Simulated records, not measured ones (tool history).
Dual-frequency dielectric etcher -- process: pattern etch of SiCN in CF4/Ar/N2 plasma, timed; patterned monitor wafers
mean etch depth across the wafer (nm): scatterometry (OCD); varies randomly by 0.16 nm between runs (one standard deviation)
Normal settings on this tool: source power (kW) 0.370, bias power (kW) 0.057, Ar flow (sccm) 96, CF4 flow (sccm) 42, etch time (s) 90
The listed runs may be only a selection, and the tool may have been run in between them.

run	hour	source power (kW)	bias power (kW)	Ar flow (sccm)	CF4 flow (sccm)	etch time (s)	wafers since the last listed run	hours since the last wet clean	hours since the last source power generator calibration	hours since the last bias power generator calibration	hours since the last Ar flow controller change	hours since the last CF4 flow controller change	hours since the last upper electrode change	hours since the gauge calibration	read-back reference wafer on the same gauge, depth_nm	mean etch depth across the wafer (nm)
1	0.0	0.370	0.057	96	42	84	0	266.7	2904.3	1398.5	1469.5	4465.1	4033.4	61.9	63.8	50.9
2	35.1	0.370	0.057	96	42	84	463	301.8	2939.4	1433.6	1504.6	4500.2	4068.5	97.0	63.8	50.9
3	93.5	0.370	0.057	105	42	90	770	360.2	2997.8	1492.0	1563.0	4558.6	4126.9	155.4	63.7	53.5
# hour 143.0: wet clean of the chamber
4	143.5	0.370	0.057	105	42	90	342	0.5	3047.8	1542.0	1613.0	4608.6	4176.9	205.4	63.8	53.4
# hour 181.9: CF4 flow controller replaced
5	182.4	0.370	0.057	105	42	90	434	39.4	3086.7	1580.9	1651.9	0.5	4215.8	244.3	63.9	53.6
6	208.6	0.370	0.057	81	42	90	345	65.6	3112.9	1607.1	1678.1	26.7	4242.0	270.5	63.8	56.3
7	260.9	0.410	0.057	96	42	74	689	117.9	3165.2	1659.4	1730.4	79.0	4294.3	322.8	63.8	48.2
# hour 272.3: bias power generator calibrated
8	321.1	0.370	0.051	96	42	90	741	178.1	3225.4	48.8	1790.6	139.2	4354.5	383.0	63.8	52.1
9	365.3	0.370	0.057	96	42	90	583	222.3	3269.6	93.0	1834.8	183.4	4398.7	427.2	63.8	55.8
# hour 386.1: source power generator calibrated
10	430.3	0.370	0.057	96	52	112	804	287.3	44.2	158.0	1899.8	248.4	4463.7	492.2	63.8	72.5
# hour 517.8: upper electrode replaced
11	518.3	0.370	0.057	96	42	90	844	375.3	132.2	246.0	1987.8	336.4	0.5	580.2	63.8	55.5

Run 12, settings as shown, results not yet in. Your forecast:
# hour 563.7: wet clean of the chamber
12	564.2	0.370	0.057	81	42	90	288	0.5	178.1	291.9	2033.7	382.3	46.4	626.1	?	?

{"run 12": {"read-back reference wafer on the same gauge, depth_nm": 63.8, "mean etch depth across the wafer (nm)": 57.1}}
If the tool had no hidden condition, the same run with the same run-to-run variation would have returned mean etch depth across the wafer (nm) 57.6.

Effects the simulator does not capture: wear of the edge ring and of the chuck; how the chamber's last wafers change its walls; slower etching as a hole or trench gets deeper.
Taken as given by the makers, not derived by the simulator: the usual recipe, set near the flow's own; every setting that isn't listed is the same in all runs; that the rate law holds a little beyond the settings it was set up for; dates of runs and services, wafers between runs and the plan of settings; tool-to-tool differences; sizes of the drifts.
